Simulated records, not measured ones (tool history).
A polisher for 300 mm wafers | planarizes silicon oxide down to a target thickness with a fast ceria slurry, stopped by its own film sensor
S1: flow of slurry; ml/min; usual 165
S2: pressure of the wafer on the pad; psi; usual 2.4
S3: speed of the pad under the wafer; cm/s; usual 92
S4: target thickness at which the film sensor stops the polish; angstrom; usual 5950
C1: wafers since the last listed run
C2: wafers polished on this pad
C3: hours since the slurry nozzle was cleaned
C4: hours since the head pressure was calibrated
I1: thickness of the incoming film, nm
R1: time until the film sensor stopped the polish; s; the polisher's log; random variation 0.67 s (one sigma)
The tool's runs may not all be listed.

run    hour   S1   S2   S3    S4    C1    C2     C3     C4      I1     R1
  1     0.0  165  2.4   92  5950     0  1220    0.7  132.0  1477.5   70.3
  2    38.7  165  2.4   92  5950   362  1583   39.4  170.7  1462.9   69.9
  3   112.5  165  2.4   92  5950   691  2274  113.2  244.5  1481.8   72.7
  4   159.1  165  2.4   92  7830   436  2711  159.8  291.1  1496.0   57.6
  5   229.3  165  2.4   92  7830   657  3368  230.0  361.3  1467.9   55.7
  6   325.7  165  2.4   92  7830   903  4271  326.4  457.7  1468.6   56.5
  7   413.5  165  2.4   92  5950   822  5094  414.2  545.5  1460.4   71.9
  8   501.8  165  2.4   92  5950   827  5921  502.5  633.8  1471.8   74.6
  9   546.6  165  2.4   92  5950   419  6341  547.3  678.6  1444.8   70.4
      552.2  -- head pressure recalibrated
 10   609.5  210  2.4  108  5950   570  6911  610.2   57.3  1485.5   63.7
 11   650.2  165  2.4   92  5950   381  7292  650.9   98.0  1477.8   75.3
      715.0  -- worn pad replaced by a new one
      811.2  -- slurry nozzle cleaned
 12   843.8  165  2.4   92  5950  1766  1197   32.6  291.6  1467.1   69.8
 13   951.2  165  2.4   92  5130  1006  2203  140.0  399.0  1490.4   80.1
 14  1020.7  115  2.4  106  8490   651  2854  209.5  468.5  1465.4   49.5
 15  1089.5  165  2.4   92  5950   644  3499  278.3  537.3  1478.9   72.3
 16  1145.7  190  2.4   64  5950   526  4025  334.5  593.5  1471.6   89.2
     1280.1  -- head pressure recalibrated
 17  1357.8  190  2.4   68  8390  1968  5993  546.6   77.7  1480.0   63.2
     1411.7  -- worn pad replaced by a new one
 18  1437.5  165  3.0   82  5950   709   241  626.3  157.4  1491.4   61.0
 19  1493.2  165  1.6   92  5950   521   763  682.0  213.1  1447.4  101.5
     1529.2  -- slurry nozzle cleaned
 20  1563.9  165  2.6   92  6760   652  1415   34.7  283.8  1460.2   57.3
 21  1660.4  165  2.1   78  5950   903  2319  131.2  380.3  1453.6   90.5
 22  1710.8  165  2.4   72  5950   472  2792  181.6  430.7  1489.0   87.2
 23  1793.4  165  2.1   92  5040   773  3565  264.2  513.3  1480.6   93.0
 24  1898.0  165  2.4   92  3190   979  4545  368.8  617.9  1490.8   96.7
 25  2002.5  200  2.0   92  5950   978  5524  473.3  722.4  1466.5   83.6
     2010.6  -- head pressure recalibrated
 26  2103.5  165  2.4   92  5950   927  6452  574.3   92.9  1464.6   73.5
 27  2166.3  105  2.9  100  5950   588  7040  637.1  155.7  1481.0   65.2
 28  2209.5  120  2.4  104  5950   404  7445  680.3  198.9  1466.8   71.4
 29  2252.6  165  2.4   92  5950   403  7848  723.4  242.0  1461.5   73.6
     2261.2  -- worn pad replaced by a new one
 30  2323.0  180  2.4   92  5950   622   579  793.8  312.4  1472.0   68.5
     2409.8  -- slurry nozzle cleaned
 31  2413.2  165  3.1   92  5950   835  1414    3.4  402.6  1471.1   55.1
 32  2711.5  165  2.4   92  8810  2794  4209  301.7  700.9  1474.7   49.2
     2806.6  -- head pressure recalibrated
 33  2867.0  165  2.4   92  5950  1437  5647  457.2   60.4  1472.0   73.9
 34  2932.5  165  2.4   92  5950   613  6260  522.7  125.9  1457.7   73.4
 35  3026.8  165  2.4   62  5950   883  7144  617.0  220.2  1471.8   93.4

Forecast each of these 5 alternatives for the next run:
  A  3027.2  165  2.4   92  5950   3  7147  617.4  220.6  1460.2   ?
  B  3027.2  165  2.1  120  5950   3  7147  617.4  220.6  1460.2   ?
  C  3027.2  165  3.2   92  5950   3  7147  617.4  220.6  1460.2   ?
  D  3027.2  165  2.9   92  6740   3  7147  617.4  220.6  1460.2   ?
  E  3027.2  110  1.8  122  3460   3  7147  617.4  220.6  1460.2   ?

run     R1
  A   72.5
  B   68.7
  C   54.4
  D   54.5
  E  111.6
Without the tool's hidden state the same runs would have given:
run     R1
  A   66.1
  B   62.6
  C   49.6
  D   49.7
  E  101.7
